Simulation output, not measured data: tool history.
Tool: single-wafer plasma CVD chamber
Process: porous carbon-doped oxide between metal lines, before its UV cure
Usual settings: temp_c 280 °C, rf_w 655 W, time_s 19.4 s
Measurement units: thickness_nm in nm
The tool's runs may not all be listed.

run    hour  temp_c  rf_w  time_s  wafers since the last listed run  hours since the last thermocouple change  hours since the last RF generator calibration  hours since the showerhead was replaced  hours since the gauge calibration  read-back reference wafer on the same gauge, thickness_nm  thickness_nm
  1       0     292   655    19.4                                 0                                    1497.8                                         1082.3                                   5743.5                              564.1                                                    125.867       130.176
  2    24.6     280   655    19.4                               617                                    1522.4                                         1106.9                                   5768.1                              588.7                                                    126.059       139.491
  3    83.2     280   655    19.4                              1471                                      1581                                         1165.5                                   5826.7                              647.3                                                    126.075       139.323
  4   138.2     280   655    19.4                              1381                                      1636                                         1220.5                                   5881.7                              702.3                                                     126.13       139.666
  5   162.8     280   655    19.4                               617                                    1660.6                                         1245.1                                   5906.3                              726.9                                                    125.861       140.182
  6   200.7     280   655    19.4                               951                                    1698.5                                           1283                                   5944.2                              764.8                                                     126.01       139.454
  7   227.7     280   655    19.4                               677                                    1725.5                                           1310                                   5971.2                              791.8                                                    126.031       139.588
  8   280.6     280   655    19.4                              1328                                    1778.4                                         1362.9                                   6024.1                              844.7                                                    125.827       139.776
  9   328.7     280   655    19.4                              1207                                    1826.5                                           1411                                   6072.2                              892.8                                                    126.081       140.174
 10   375.1     280   655    19.4                              1165                                    1872.9                                         1457.4                                   6118.6                              939.2                                                    125.952       140.586
 11   418.3     280   655    19.4                              1084                                    1916.1                                         1500.6                                   6161.8                              982.4                                                    126.057       139.976
 12   458.1     280   655    19.4                               999                                    1955.9                                         1540.4                                   6201.6                             1022.2                                                    125.969       140.265
 13   513.3     280   655    19.4                              1386                                    2011.1                                         1595.6                                   6256.8                             1077.4                                                    125.913       140.819
 14   570.5     280   655    19.4                              1436                                    2068.3                                         1652.8                                     6314                             1134.6                                                    126.081       141.357
 15   657.8     269   600    17.3                              2192                                    2155.6                                         1740.1                                   6401.3                             1221.9                                                    126.003       128.635
 16   698.6     265   755    19.4                              1024                                    2196.4                                         1780.9                                   6442.1                             1262.7                                                    126.066       164.773
 17   755.3     276   550    16.3                              1423                                    2253.1                                         1837.6                                   6498.8                             1319.4                                                    125.986       111.855
 18   785.7     274   655    20.5                               763                                    2283.5                                           1868                                   6529.2                             1349.8                                                     126.09        153.97
 19   836.8     275   655    21.5                              1283                                    2334.6                                         1919.1                                   6580.3                             1400.9                                                     125.95       160.111
      865.4  -- thermocouple changed; heater temperature recalibrated
      879.8  -- gauge calibrated
 20   880.7     280   655    19.4                               901                                      15.3                                           1963                                   6624.2                                0.9                                                     125.88       144.444
 21   926.6     280   770    19.4                              1152                                      61.2                                         2008.9                                   6670.1                               46.8                                                    126.141       155.727
 22   991.5     269   535    16.8                              1629                                     126.1                                         2073.8                                     6735                              111.7                                                    125.811       121.844
 23  1036.3     290   610    22.2                              1124                                     170.9                                         2118.6                                   6779.8                              156.5                                                    125.965       150.662
     1045.8  -- RF generator calibrated
     1049.9  -- showerhead replaced
 24  1086.6     269   600    17.3                               956                                     221.2                                           40.8                                     36.7                              206.8                                                    125.923       132.206
     1134.2  -- thermocouple changed; heater temperature recalibrated, repeated, since the last time left the tool worse
 25  1134.7     269   535    20.6                              1006                                       0.5                                           88.9                                     84.8                              254.9                                                    125.864       141.273
 26  1172.6     280   655    19.4                               951                                      38.4                                          126.8                                    122.7                              292.8                                                    126.062       138.316
 27  1224.7     273   725    22.1                              1308                                      90.5                                          178.9                                    174.8                              344.9                                                    125.886       172.289
 28  1277.4     275   720    17.1                              1323                                     143.2                                          231.6                                    227.5                              397.6                                                    126.068       131.533
 29  1336.3     274   600    20.7                              1478                                     202.1                                          290.5                                    286.4                              456.5                                                    126.049       145.772

Hidden condition of the tool, last listed run before each entry between runs versus first listed run after:
From run 19 to run 20: thermocouple changed; heater temperature recalibrated (hour 865.4); gauge calibrated (hour 879.8)
  wafer temperature above the value expected at the setpoint (K): -4.03 -> -7.74
  measured value less the no-hidden-state value, thickness_nm: +3.66 -> +6.212 nm
From run 23 to run 24: RF generator calibrated (hour 1045.8); showerhead replaced (hour 1049.9)
  wafer temperature above the value expected at the setpoint (K): -7.77 -> -7.78
  measured value less the no-hidden-state value, thickness_nm: +6.253 -> +5.927 nm
From run 24 to run 25: thermocouple changed; heater temperature recalibrated, repeated, since the last time left the tool worse (hour 1134.2)
  wafer temperature above the value expected at the setpoint (K): -7.78 -> -0.632
  measured value less the no-hidden-state value, thickness_nm: +5.927 -> +0.518 nm

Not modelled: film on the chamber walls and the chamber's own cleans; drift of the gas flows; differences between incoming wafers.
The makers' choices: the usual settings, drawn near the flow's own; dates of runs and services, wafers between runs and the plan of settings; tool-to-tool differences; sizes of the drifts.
